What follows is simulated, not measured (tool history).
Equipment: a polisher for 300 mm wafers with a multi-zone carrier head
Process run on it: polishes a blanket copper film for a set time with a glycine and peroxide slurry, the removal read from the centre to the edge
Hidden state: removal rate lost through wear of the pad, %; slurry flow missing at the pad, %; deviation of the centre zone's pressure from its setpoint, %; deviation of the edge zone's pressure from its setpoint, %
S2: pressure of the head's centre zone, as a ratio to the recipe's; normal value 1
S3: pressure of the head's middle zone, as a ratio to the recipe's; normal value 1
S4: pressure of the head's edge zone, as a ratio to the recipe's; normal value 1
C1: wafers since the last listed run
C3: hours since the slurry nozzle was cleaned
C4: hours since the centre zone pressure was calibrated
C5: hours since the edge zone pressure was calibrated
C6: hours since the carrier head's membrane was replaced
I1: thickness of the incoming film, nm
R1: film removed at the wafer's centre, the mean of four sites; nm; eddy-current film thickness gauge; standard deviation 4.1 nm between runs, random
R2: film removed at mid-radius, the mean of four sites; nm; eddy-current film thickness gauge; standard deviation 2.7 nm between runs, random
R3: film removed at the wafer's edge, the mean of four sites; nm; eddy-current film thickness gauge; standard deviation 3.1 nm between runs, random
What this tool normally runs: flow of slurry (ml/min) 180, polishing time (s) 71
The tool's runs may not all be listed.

Run 1, hour 0: usual settings but flow of slurry (ml/min) 225, S2 0.88, S3 0.94, S4 0.92; C1 0; wafers polished on this pad 577; C3 780.7; C4 949; C5 5.8; C6 643.5; I1 1385.8. Result: R1 263.2 nm, R2 274.5 nm, R3 276.7 nm.
Run 2, hour 28.4: usual settings but S3 1.06, S4 1.07, polishing time (s) 83; C1 348; wafers polished on this pad 926; C3 809.1; C4 977.4; C5 34.2; C6 671.9; I1 1356.4. Result: R1 315.5 nm, R2 327.5 nm, R3 338 nm.
At hour 62.1: carrier head's membrane replaced by a new one.
At hour 62.2: slurry nozzle cleaned.
Run 3, hour 62.6: usual settings but flow of slurry (ml/min) 225; C1 357; wafers polished on this pad 1283; C3 0.4; C4 1011.6; C5 68.4; C6 0.5; I1 1356.2. Result: R1 302.1 nm, R2 305.2 nm, R3 299.3 nm.
Run 4, hour 82.8: usual settings but flow of slurry (ml/min) 125, polishing time (s) 52; C1 248; wafers polished on this pad 1531; C3 20.6; C4 1031.8; C5 88.6; C6 20.7; I1 1353.2. Result: R1 197.6 nm, R2 199.7 nm, R3 204.4 nm.
Run 5, hour 107.9: usual settings; C1 308; wafers polished on this pad 1839; C3 45.7; C4 1056.9; C5 113.7; C6 45.8; I1 1347.8. Result: R1 285 nm, R2 285.3 nm, R3 287 nm.
At hour 135.6: centre zone pressure recalibrated.
Run 6, hour 141.5: usual settings but S3 0.88, S4 0.97, polishing time (s) 93; C1 388; wafers polished on this pad 2228; C3 79.3; C4 5.9; C5 147.3; C6 79.4; I1 1369.2. Result: R1 372.2 nm, R2 336.1 nm, R3 364.1 nm.
Run 7, hour 166.5: usual settings but S3 0.95; C1 307; wafers polished on this pad 2535; C3 104.3; C4 30.9; C5 172.3; C6 104.4; I1 1354.9. Result: R1 278.3 nm, R2 266.6 nm, R3 278.1 nm.
At hour 175.8: worn pad replaced by a new one.
Run 8, hour 183.3: usual settings but S4 1.06; C1 157; wafers polished on this pad 91; C3 121.1; C4 47.7; C5 189.1; C6 121.2; I1 1383.5. Result: R1 292.6 nm, R2 291.1 nm, R3 310.2 nm.
Run 9, hour 215.2: usual settings but flow of slurry (ml/min) 120, S2 1.11, S3 1.03, S4 0.9; C1 391; wafers polished on this pad 483; C3 153; C4 79.6; C5 221; C6 153.1; I1 1359.6. Result: R1 279.9 nm, R2 269.8 nm, R3 270 nm.
Run 10, hour 231.3: usual settings but flow of slurry (ml/min) 240, S3 1.07, S4 1.08, polishing time (s) 88; C1 197; wafers polished on this pad 681; C3 169.1; C4 95.7; C5 237.1; C6 169.2; I1 1357.3. Result: R1 374.3 nm, R2 393.4 nm, R3 393.9 nm.
Run 11, hour 263.4: usual settings but flow of slurry (ml/min) 205, S2 0.96, S3 0.95, S4 0.9; C1 394; wafers polished on this pad 1075; C3 201.2; C4 127.8; C5 269.2; C6 201.3; I1 1345.3. Result: R1 282.8 nm, R2 285.5 nm, R3 283.2 nm.
Run 12, hour 286.2: usual settings but S4 1.08, polishing time (s) 53; C1 280; wafers polished on this pad 1355; C3 224; C4 150.6; C5 292; C6 224.1; I1 1380.3. Result: R1 207.5 nm, R2 209.4 nm, R3 218.4 nm.
Run 13, hour 311.6: usual settings but S2 1.03; C1 312; wafers polished on this pad 1667; C3 249.4; C4 176; C5 317.4; C6 249.5; I1 1336.1. Result: R1 283.9 nm, R2 279.4 nm, R3 285.6 nm.
Run 14, hour 324.1: usual settings but S2 0.89, S3 1.07, S4 1.08; C1 153; wafers polished on this pad 1821; C3 261.9; C4 188.5; C5 329.9; C6 262; I1 1341.3. Result: R1 263.3 nm, R2 287.1 nm, R3 295.3 nm.
Run 15, hour 347.7: usual settings; C1 289; wafers polished on this pad 2111; C3 285.5; C4 212.1; C5 353.5; C6 285.6; I1 1354.3. Result: R1 276.9 nm, R2 274.5 nm, R3 275.5 nm.
At hour 385.1: worn pad replaced by a new one.
Run 16, hour 385.6: usual settings; C1 416; wafers polished on this pad 5; C3 323.4; C4 250; C5 391.4; C6 323.5; I1 1364.3. Result: R1 285.1 nm, R2 283.9 nm, R3 292.6 nm.
Run 17, hour 419.1: usual settings but S2 1.1; C1 411; wafers polished on this pad 417; C3 356.9; C4 283.5; C5 424.9; C6 357; I1 1346.5. Result: R1 294.8 nm, R2 280.4 nm, R3 286.8 nm.
Run 18, hour 442.5: usual settings but flow of slurry (ml/min) 140, polishing time (s) 59; C1 287; wafers polished on this pad 704; C3 380.3; C4 306.9; C5 448.3; C6 380.4; I1 1345.8. Result: R1 217.2 nm, R2 220.3 nm, R3 231.5 nm.
Run 19, hour 462.1: usual settings but S2 1.07, S3 1.07, S4 1.06, polishing time (s) 84; C1 240; wafers polished on this pad 945; C3 399.9; C4 326.5; C5 467.9; C6 400; I1 1338.1. Result: R1 337.4 nm, R2 340.7 nm, R3 346.1 nm.
Run 20, hour 479.5: usual settings but S2 0.93; C1 213; wafers polished on this pad 1159; C3 417.3; C4 343.9; C5 485.3; C6 417.4; I1 1348.9. Result: R1 264.2 nm, R2 270 nm, R3 282.6 nm.
Run 21, hour 504.3: usual settings but flow of slurry (ml/min) 225, S2 0.88, S3 0.94, S4 0.92; C1 304; wafers polished on this pad 1464; C3 442.1; C4 368.7; C5 510.1; C6 442.2; I1 1366.6. Result: R1 264.2 nm, R2 268.7 nm, R3 275.6 nm.

5 ways to go on from here, each from the tool as it stands after run 21. What would each give?
Run A, hour 504.7: usual settings; C1 4; wafers polished on this pad 1468; C3 442.5; C4 369.1; C5 510.5; C6 442.6; I1 1339.1. Result: R1 ?, R2 ?, R3 ?.
Run B, hour 504.7: usual settings but S3 1.09; C1 4; wafers polished on this pad 1468; C3 442.5; C4 369.1; C5 510.5; C6 442.6; I1 1339.1. Result: R1 ?, R2 ?, R3 ?.
Run C, hour 504.7: usual settings but flow of slurry (ml/min) 200, S4 1.05; C1 4; wafers polished on this pad 1468; C3 442.5; C4 369.1; C5 510.5; C6 442.6; I1 1339.1. Result: R1 ?, R2 ?, R3 ?.
Run D, hour 504.7: usual settings but S2 0.91, S3 1.09, S4 1.12, polishing time (s) 52; C1 4; wafers polished on this pad 1468; C3 442.5; C4 369.1; C5 510.5; C6 442.6; I1 1339.1. Result: R1 ?, R2 ?, R3 ?.
Run E, hour 504.7: usual settings but flow of slurry (ml/min) 155, polishing time (s) 85; C1 4; wafers polished on this pad 1468; C3 442.5; C4 369.1; C5 510.5; C6 442.6; I1 1339.1. Result: R1 ?, R2 ?, R3 ?.

run     R1     R2     R3
  A  276.5  271.4  279.3
  B  276.6  288.7    279
  C  283.2  277.1  290.3
  D  191.5  211.4  216.2
  E  318.9  314.5  326.9
Take away the tool's hidden state, keep each run's random variation, and the runs would have read:
run     R1     R2     R3
  A  312.5  303.8  306.1
  B  312.7  323.1  305.8
  C  317.6  308.2  316.9
  D  216.4  236.6  236.9
  E  364.7  355.5  360.5

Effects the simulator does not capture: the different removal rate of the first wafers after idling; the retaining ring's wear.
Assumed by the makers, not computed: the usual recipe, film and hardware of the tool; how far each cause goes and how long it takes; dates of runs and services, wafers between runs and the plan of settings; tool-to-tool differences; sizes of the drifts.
